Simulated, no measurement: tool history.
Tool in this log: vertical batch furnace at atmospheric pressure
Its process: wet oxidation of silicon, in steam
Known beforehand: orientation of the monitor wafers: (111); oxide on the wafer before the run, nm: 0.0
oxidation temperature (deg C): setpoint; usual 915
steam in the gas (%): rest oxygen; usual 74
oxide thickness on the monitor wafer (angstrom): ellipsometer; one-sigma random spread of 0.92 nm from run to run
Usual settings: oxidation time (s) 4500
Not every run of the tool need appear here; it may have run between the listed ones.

run	hour	oxidation temperature (deg C)	oxidation time (s)	steam in the gas (%)	wafers since the last listed run	hours since the last temperature calibration	hours since the steam generator was serviced	hours since the gauge calibration	read-back reference wafer on the same gauge, thickness	oxide thickness on the monitor wafer (angstrom)
1	0.0	915	4500	74	0	4367.6	3408.1	374.6	250.02	2349.1
2	73.4	915	5400	74	682	4441.0	3481.5	448.0	250.06	2700.8
3	100.5	915	5400	74	251	4468.1	3508.6	475.1	249.60	2703.4
4	121.6	930	4500	74	196	4489.2	3529.7	496.2	249.88	2693.0
5	141.8	930	4500	74	187	4509.4	3549.9	516.4	249.97	2700.2
6	174.8	930	4500	74	306	4542.4	3582.9	549.4	249.91	2681.1
7	207.0	915	4500	74	299	4574.6	3615.1	581.6	250.16	2354.7
8	223.9	915	4500	74	157	4591.5	3632.0	598.5	250.24	2340.5
9	246.2	915	5370	74	207	4613.8	3654.3	620.8	249.71	2691.3
10	270.6	915	4500	81	226	4638.2	3678.7	645.2	250.15	2511.6
11	303.1	915	4500	81	302	4670.7	3711.2	677.7	250.10	2529.5
12	332.7	915	5760	74	275	4700.3	3740.8	707.3	250.10	2811.5
13	346.2	915	6150	74	125	4713.8	3754.3	720.8	250.41	2972.4
14	427.8	915	4500	83	758	4795.4	3835.9	802.4	249.82	2550.3
15	448.9	915	4500	83	196	4816.5	3857.0	823.5	249.62	2560.4
16	475.0	923	4500	74	242	4842.6	3883.1	849.6	249.93	2535.4
# hour 503.8: steam generator serviced
17	504.3	906	4500	74	49	4871.9	0.5	878.9	249.69	2257.4
# hour 508.3: gauge calibrated
18	524.0	915	2580	80	183	4891.6	20.2	15.7	250.32	1689.6
19	542.5	915	4500	63	171	4910.1	38.7	34.2	249.80	2171.9
20	559.6	897	6450	80	158	4927.2	55.8	51.3	249.74	2885.4
21	574.0	897	6450	80	133	4941.6	70.2	65.7	250.14	2884.9
22	611.8	915	5760	74	351	4979.4	108.0	103.5	250.20	2982.4
23	625.4	900	5970	65	126	4993.0	121.6	117.1	250.06	2380.2
24	644.6	915	4500	74	178	5012.2	140.8	136.3	250.05	2467.5
# hour 678.8: thermocouples replaced and temperature profile calibrated
25	679.3	915	4500	74	99	0.5	175.5	171.0	249.92	2459.6
26	695.6	901	3720	80	151	16.8	191.8	187.3	249.77	1944.6
27	710.4	924	5370	83	137	31.6	206.6	202.1	249.78	3305.9
28	724.0	915	4500	74	126	45.2	220.2	215.7	250.11	2452.0
29	755.0	915	5370	65	288	76.2	251.2	246.7	250.22	2533.9
30	782.6	915	6120	69	256	103.8	278.8	274.3	250.11	2939.4
31	798.7	915	4500	74	149	119.9	294.9	290.4	250.28	2452.4
32	820.1	894	6240	70	198	141.3	316.3	311.8	250.08	2406.1

Run 33 is up next; what results do you expect?
33	835.8	915	4500	74	145	157.0	332.0	327.5	?	?

{"run 33": {"read-back reference wafer on the same gauge, thickness": 249.81, "oxide thickness on the monitor wafer (angstrom)": 2432.1}}
Without the tool's hidden state the same run would have given oxide thickness on the monitor wafer (angstrom) 2498.0.
